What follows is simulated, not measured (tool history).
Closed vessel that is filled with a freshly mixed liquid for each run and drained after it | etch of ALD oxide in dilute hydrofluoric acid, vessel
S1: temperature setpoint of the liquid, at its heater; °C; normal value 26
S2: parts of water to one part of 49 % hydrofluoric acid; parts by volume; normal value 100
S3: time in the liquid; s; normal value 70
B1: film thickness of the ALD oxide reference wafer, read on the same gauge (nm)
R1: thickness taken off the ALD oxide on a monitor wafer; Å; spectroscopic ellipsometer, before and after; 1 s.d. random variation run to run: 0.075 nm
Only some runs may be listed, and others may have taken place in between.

run 1 hour=0 | S1=26 S2=100 S3=70 | B1=110 | R1=172.9
run 2 hour=14.4 | S1=26 S2=100 S3=70 | B1=110.02 | R1=173.9
run 3 hour=28.6 | S1=26 S2=100 S3=70 | B1=109.97 | R1=174.1
run 4 hour=49.8 | S1=24.5 S2=100 S3=70 | B1=110.01 | R1=165.2
run 5 hour=82.8 | S1=24.5 S2=100 S3=70 | B1=109.99 | R1=163.8
run 6 hour=102.1 | S1=24.5 S2=100 S3=70 | B1=109.99 | R1=165.4
run 7 hour=122.4 | S1=26 S2=135 S3=70 | B1=110 | R1=124.7
run 8 hour=146 | S1=26 S2=135 S3=70 | B1=109.99 | R1=125.6
-- hour=167.9 hydrofluoric acid flow meter replaced
run 9 hour=178.2 | S1=25 S2=100 S3=70 | B1=109.99 | R1=180.2
-- hour=185.6 thermometer replaced
run 10 hour=201.7 | S1=25 S2=100 S3=70 | B1=110.05 | R1=180.7
run 11 hour=226.9 | S1=25 S2=100 S3=70 | B1=109.98 | R1=181.6
run 12 hour=246.3 | S1=26 S2=135 S3=70 | B1=110 | R1=134.4
run 13 hour=277.8 | S1=24.5 S2=100 S3=70 | B1=110.03 | R1=177
-- hour=290.6 hydrofluoric acid flow meter replaced, repeated, since the last time left the tool worse
run 14 hour=305 | S1=26 S2=130 S3=45 | B1=109.98 | R1=78.2
run 15 hour=332.5 | S1=24 S2=100 S3=110 | B1=110 | R1=234.9
run 16 hour=368.2 | S1=21 S2=140 S3=70 | B1=110.02 | R1=92
run 17 hour=381.7 | S1=22.5 S2=140 S3=70 | B1=110 | R1=97.9
-- hour=392 gauge calibrated
run 18 hour=403.3 | S1=26 S2=100 S3=70 | B1=110.01 | R1=164.8
run 19 hour=435 | S1=22.5 S2=50 S3=30 | B1=110.01 | R1=132
run 20 hour=461.1 | S1=24 S2=85 S3=45 | B1=110.01 | R1=117.9
run 21 hour=474.8 | S1=23 S2=100 S3=70 | B1=110 | R1=149.2
run 22 hour=495.7 | S1=24.5 S2=140 S3=45 | B1=110.02 | R1=69.3

What if the next run were any one of these 4? Each begins from the tool's condition after run 22:
run A hour=496.4 | S1=26 S2=100 S3=70 | B1=? | R1=?
run B hour=496.4 | S1=29.5 S2=135 S3=95 | B1=? | R1=?
run C hour=496.4 | S1=26 S2=125 S3=55 | B1=? | R1=?
run D hour=496.4 | S1=26 S2=100 S3=60 | B1=? | R1=?

run=A B1=110.02 R1=166.1
run=B B1=110.02 R1=182.3
run=C B1=110.02 R1=101.2
run=D B1=110.02 R1=142.4
What these runs would have given with no unlogged condition in the tool:
run=A R1=160.8
run=B R1=176.3
run=C R1=97.9
run=D R1=137.8
